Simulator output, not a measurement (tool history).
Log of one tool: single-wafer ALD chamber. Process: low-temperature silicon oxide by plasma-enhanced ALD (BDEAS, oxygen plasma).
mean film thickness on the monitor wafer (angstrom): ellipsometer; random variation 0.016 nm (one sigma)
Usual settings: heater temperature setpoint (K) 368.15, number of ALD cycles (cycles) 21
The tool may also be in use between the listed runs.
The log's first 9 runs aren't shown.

run	hour	heater temperature setpoint (K)	number of ALD cycles (cycles)	wafers since the last listed run	hours since the last thermocouple change	hours since the gauge calibration	read-back reference wafer on the same gauge, thickness_nm	mean film thickness on the monitor wafer (angstrom)
10	269.4	368.15	21	348	2962.8	354.0	3.174	27.44
11	298.3	368.15	21	376	2991.7	382.9	3.178	27.41
12	329.3	368.15	18	404	3022.7	413.9	3.184	23.76
13	363.3	380.15	21	443	3056.7	447.9	3.184	26.77
14	378.1	380.15	21	193	3071.5	462.7	3.187	26.72
# hour 399.7: thermocouple changed; heater temperature recalibrated
15	404.4	380.15	21	238	4.7	489.0	3.189	26.52
16	418.7	361.15	21	186	19.0	503.3	3.192	28.69
17	441.8	375.15	19	301	42.1	526.4	3.203	24.39
18	464.1	356.15	23	290	64.4	548.7	3.201	31.66
19	476.4	362.15	24	160	76.7	561.0	3.207	32.47
# hour 531.2: gauge calibrated
20	552.8	377.15	23	996	153.1	21.6	3.141	28.95
21	576.3	368.15	21	306	176.6	45.1	3.138	27.14
22	635.9	359.15	21	777	236.2	104.7	3.136	27.68
23	650.3	358.15	21	187	250.6	119.1	3.140	28.28
24	680.2	368.15	21	389	280.5	149.0	3.146	27.04
25	694.3	368.15	21	183	294.6	163.1	3.144	26.92
26	713.9	368.15	18	255	314.2	182.7	3.146	23.28
27	727.5	368.15	25	177	327.8	196.3	3.145	32.31
28	742.2	364.15	24	191	342.5	211.0	3.150	31.41
29	755.3	363.15	17	170	355.6	224.1	3.146	22.24
30	844.7	358.15	25	1165	445.0	313.5	3.154	33.55
31	880.6	353.15	21	468	480.9	349.4	3.162	28.45
32	898.3	368.15	21	230	498.6	367.1	3.158	27.15
33	922.1	357.15	21	310	522.4	390.9	3.168	28.59

Forecast each of these 5 alternatives for the next run:
A	922.5	355.15	21	5	522.8	391.3	?	?
B	922.5	368.15	24	5	522.8	391.3	?	?
C	922.5	377.15	17	5	522.8	391.3	?	?
D	922.5	359.15	24	5	522.8	391.3	?	?
E	922.5	373.15	25	5	522.8	391.3	?	?

run	read-back reference wafer on the same gauge, thickness_nm	mean film thickness on the monitor wafer (angstrom)
A	3.167	28.68
B	3.167	31.28
C	3.167	21.60
D	3.167	32.32
E	3.167	32.00
Without the tool's hidden state the same runs would have given:
run	mean film thickness on the monitor wafer (angstrom)
A	28.53
B	31.12
C	21.49
D	32.15
E	31.84
